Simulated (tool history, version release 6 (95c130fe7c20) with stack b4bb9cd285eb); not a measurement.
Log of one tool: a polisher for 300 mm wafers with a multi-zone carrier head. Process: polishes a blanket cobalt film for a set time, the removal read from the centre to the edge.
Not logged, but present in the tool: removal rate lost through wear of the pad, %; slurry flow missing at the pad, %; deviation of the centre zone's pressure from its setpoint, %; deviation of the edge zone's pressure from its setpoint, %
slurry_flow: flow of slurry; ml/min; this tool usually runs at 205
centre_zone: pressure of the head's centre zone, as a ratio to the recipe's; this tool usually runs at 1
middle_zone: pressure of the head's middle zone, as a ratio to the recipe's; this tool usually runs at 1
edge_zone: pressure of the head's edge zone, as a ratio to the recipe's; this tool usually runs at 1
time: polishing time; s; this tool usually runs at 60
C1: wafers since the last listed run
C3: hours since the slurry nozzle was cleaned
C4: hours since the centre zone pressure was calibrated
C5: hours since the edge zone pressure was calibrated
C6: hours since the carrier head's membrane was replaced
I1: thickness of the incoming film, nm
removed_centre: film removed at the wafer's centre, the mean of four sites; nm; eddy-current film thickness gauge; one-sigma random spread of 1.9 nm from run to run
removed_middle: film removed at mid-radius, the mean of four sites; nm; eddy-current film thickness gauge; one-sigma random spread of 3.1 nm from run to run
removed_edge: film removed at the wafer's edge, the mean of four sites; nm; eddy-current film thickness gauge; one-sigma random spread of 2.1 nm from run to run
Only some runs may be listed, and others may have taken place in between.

run 1 hour=0 | slurry_flow=205 centre_zone=0.95 middle_zone=1 edge_zone=1 time=60 | C1=0 wafers_polished_on_this_pad=11265 C3=262.6 C4=233.6 C5=215.7 C6=1327.7 | I1=1473 | removed_centre=292.2 removed_middle=306.2 removed_edge=307.6
-- hour=6.3 worn pad replaced by a new one
-- hour=31.7 carrier head's membrane replaced by a new one
run 2 hour=49.2 | slurry_flow=205 centre_zone=1 middle_zone=0.97 edge_zone=1.11 time=71 | C1=661 wafers_polished_on_this_pad=624 C3=311.8 C4=282.8 C5=264.9 C6=17.5 | I1=1453.8 | removed_centre=365 removed_middle=352.9 removed_edge=379.9
run 3 hour=114.2 | slurry_flow=165 centre_zone=1 middle_zone=1 edge_zone=0.93 time=48 | C1=1069 wafers_polished_on_this_pad=1693 C3=376.8 C4=347.8 C5=329.9 C6=82.5 | I1=1437.2 | removed_centre=235.6 removed_middle=231.6 removed_edge=228.9
run 4 hour=152.8 | slurry_flow=160 centre_zone=1.09 middle_zone=1.11 edge_zone=1.07 time=60 | C1=635 wafers_polished_on_this_pad=2328 C3=415.4 C4=386.4 C5=368.5 C6=121.1 | I1=1471.2 | removed_centre=322.6 removed_middle=309.5 removed_edge=308.4
run 5 hour=239 | slurry_flow=205 centre_zone=1 middle_zone=1 edge_zone=1 time=60 | C1=1418 wafers_polished_on_this_pad=3747 C3=501.6 C4=472.6 C5=454.7 C6=207.3 | I1=1483.4 | removed_centre=305.3 removed_middle=295.8 removed_edge=303.5
run 6 hour=279.9 | slurry_flow=205 centre_zone=1 middle_zone=1 edge_zone=1 time=60 | C1=672 wafers_polished_on_this_pad=4420 C3=542.5 C4=513.5 C5=495.6 C6=248.2 | I1=1449.4 | removed_centre=305.9 removed_middle=298.6 removed_edge=304.6
run 7 hour=355.1 | slurry_flow=205 centre_zone=1 middle_zone=1 edge_zone=1 time=60 | C1=1237 wafers_polished_on_this_pad=5657 C3=617.7 C4=588.7 C5=570.8 C6=323.4 | I1=1452.5 | removed_centre=304.2 removed_middle=298.4 removed_edge=302.4
run 8 hour=395.8 | slurry_flow=205 centre_zone=1 middle_zone=1 edge_zone=1 time=60 | C1=669 wafers_polished_on_this_pad=6327 C3=658.4 C4=629.4 C5=611.5 C6=364.1 | I1=1465.3 | removed_centre=300.8 removed_middle=293.5 removed_edge=302.7
run 9 hour=452.7 | slurry_flow=205 centre_zone=1 middle_zone=1 edge_zone=1.08 time=40 | C1=936 wafers_polished_on_this_pad=7263 C3=715.3 C4=686.3 C5=668.4 C6=421 | I1=1448.9 | removed_centre=201.2 removed_middle=197.4 removed_edge=207.5
-- hour=487 slurry nozzle cleaned
run 10 hour=548 | slurry_flow=205 centre_zone=1 middle_zone=1.07 edge_zone=1.07 time=60 | C1=1551 wafers_polished_on_this_pad=8815 C3=61 C4=781.6 C5=763.7 C6=516.3 | I1=1432.9 | removed_centre=312.5 removed_middle=315 removed_edge=318.8
run 11 hour=636.3 | slurry_flow=205 centre_zone=1 middle_zone=1 edge_zone=1 time=60 | C1=1452 wafers_polished_on_this_pad=10268 C3=149.3 C4=869.9 C5=852 C6=604.6 | I1=1473.5 | removed_centre=310.4 removed_middle=298.9 removed_edge=309.5
-- hour=727.9 worn pad replaced by a new one
-- hour=729.1 centre zone pressure recalibrated
run 12 hour=729.6 | slurry_flow=140 centre_zone=1.07 middle_zone=0.96 edge_zone=1 time=67 | C1=1448 wafers_polished_on_this_pad=7 C3=242.6 C4=0.5 C5=945.3 C6=697.9 | I1=1459 | removed_centre=345.7 removed_middle=308.8 removed_edge=323.4
run 13 hour=815.1 | slurry_flow=205 centre_zone=1 middle_zone=1 edge_zone=1 time=60 | C1=1406 wafers_polished_on_this_pad=1414 C3=328.1 C4=86 C5=1030.8 C6=783.4 | I1=1486 | removed_centre=308.3 removed_middle=300.3 removed_edge=302.1
run 14 hour=912.6 | slurry_flow=205 centre_zone=1 middle_zone=1 edge_zone=1 time=60 | C1=1604 wafers_polished_on_this_pad=3018 C3=425.6 C4=183.5 C5=1128.3 C6=880.9 | I1=1458.7 | removed_centre=302.4 removed_middle=301.4 removed_edge=303.6
run 15 hour=1014.8 | slurry_flow=205 centre_zone=1 middle_zone=1.09 edge_zone=1.11 time=70 | C1=1681 wafers_polished_on_this_pad=4700 C3=527.8 C4=285.7 C5=1230.5 C6=983.1 | I1=1460.3 | removed_centre=355.3 removed_middle=360.6 removed_edge=369.9
-- hour=1169.3 slurry nozzle cleaned
-- hour=1243.4 edge zone pressure recalibrated
run 16 hour=1324.8 | slurry_flow=250 centre_zone=1 middle_zone=1.03 edge_zone=1.08 time=75 | C1=5051 wafers_polished_on_this_pad=9751 C3=155.5 C4=595.7 C5=81.4 C6=1293.1 | I1=1470.5 | removed_centre=401.1 removed_middle=391.8 removed_edge=405.3
-- hour=1397 carrier head's membrane replaced by a new one
run 17 hour=1426.2 | slurry_flow=205 centre_zone=1 middle_zone=1 edge_zone=0.91 time=71 | C1=1586 wafers_polished_on_this_pad=11337 C3=256.9 C4=697.1 C5=182.8 C6=29.2 | I1=1462.2 | removed_centre=368.2 removed_middle=348 removed_edge=348.1
-- hour=1431.3 worn pad replaced by a new one
run 18 hour=1516.7 | slurry_flow=205 centre_zone=1 middle_zone=1 edge_zone=1 time=40 | C1=1423 wafers_polished_on_this_pad=1404 C3=347.4 C4=787.6 C5=273.3 C6=119.7 | I1=1467.4 | removed_centre=204 removed_middle=198.6 removed_edge=204.7
run 19 hour=1559.5 | slurry_flow=205 centre_zone=1 middle_zone=1 edge_zone=0.96 time=69 | C1=704 wafers_polished_on_this_pad=2109 C3=390.2 C4=830.4 C5=316.1 C6=162.5 | I1=1432.3 | removed_centre=349.7 removed_middle=345.1 removed_edge=340.2
run 20 hour=1629.9 | slurry_flow=205 centre_zone=1 middle_zone=1 edge_zone=1 time=60 | C1=1158 wafers_polished_on_this_pad=3267 C3=460.6 C4=900.8 C5=386.5 C6=232.9 | I1=1444.3 | removed_centre=306.8 removed_middle=297.2 removed_edge=304.2
run 21 hour=1669.9 | slurry_flow=270 centre_zone=1 middle_zone=0.89 edge_zone=1 time=60 | C1=658 wafers_polished_on_this_pad=3925 C3=500.6 C4=940.8 C5=426.5 C6=272.9 | I1=1452.4 | removed_centre=319.4 removed_middle=291.1 removed_edge=311.5
run 22 hour=1727.7 | slurry_flow=205 centre_zone=1 middle_zone=1 edge_zone=1.06 time=73 | C1=951 wafers_polished_on_this_pad=4876 C3=558.4 C4=998.6 C5=484.3 C6=330.7 | I1=1462.6 | removed_centre=366.4 removed_middle=358.8 removed_edge=376.3

Branching from run 22: 4 alternative next runs. What would each branch give?
run A hour=1728.1 | slurry_flow=205 centre_zone=1 middle_zone=1 edge_zone=0.97 time=60 | C1=6 wafers_polished_on_this_pad=4883 C3=558.8 C4=999 C5=484.7 C6=331.1 | I1=1447.4 | removed_centre=? removed_middle=? removed_edge=?
run B hour=1728.1 | slurry_flow=205 centre_zone=1 middle_zone=0.96 edge_zone=1 time=60 | C1=6 wafers_polished_on_this_pad=4883 C3=558.8 C4=999 C5=484.7 C6=331.1 | I1=1447.4 | removed_centre=? removed_middle=? removed_edge=?
run C hour=1728.1 | slurry_flow=145 centre_zone=1.06 middle_zone=1.11 edge_zone=0.93 time=60 | C1=6 wafers_polished_on_this_pad=4883 C3=558.8 C4=999 C5=484.7 C6=331.1 | I1=1447.4 | removed_centre=? removed_middle=? removed_edge=?
run D hour=1728.1 | slurry_flow=205 centre_zone=1 middle_zone=1 edge_zone=0.9 time=60 | C1=6 wafers_polished_on_this_pad=4883 C3=558.8 C4=999 C5=484.7 C6=331.1 | I1=1447.4 | removed_centre=? removed_middle=? removed_edge=?

run=A removed_centre=304 removed_middle=298.1 removed_edge=298.4
run=B removed_centre=303.9 removed_middle=290.9 removed_edge=302.9
run=C removed_centre=300.1 removed_middle=298.3 removed_edge=279.3
run=D removed_centre=304 removed_middle=298.1 removed_edge=288.1
With no hidden state in the tool, these same runs would have given:
run=A removed_centre=314.3 removed_middle=307 removed_edge=304.9
run=B removed_centre=314.2 removed_middle=299.6 removed_edge=309.5
run=C removed_centre=314.2 removed_middle=310.5 removed_edge=287.3
run=D removed_centre=314.2 removed_middle=307.1 removed_edge=294.4
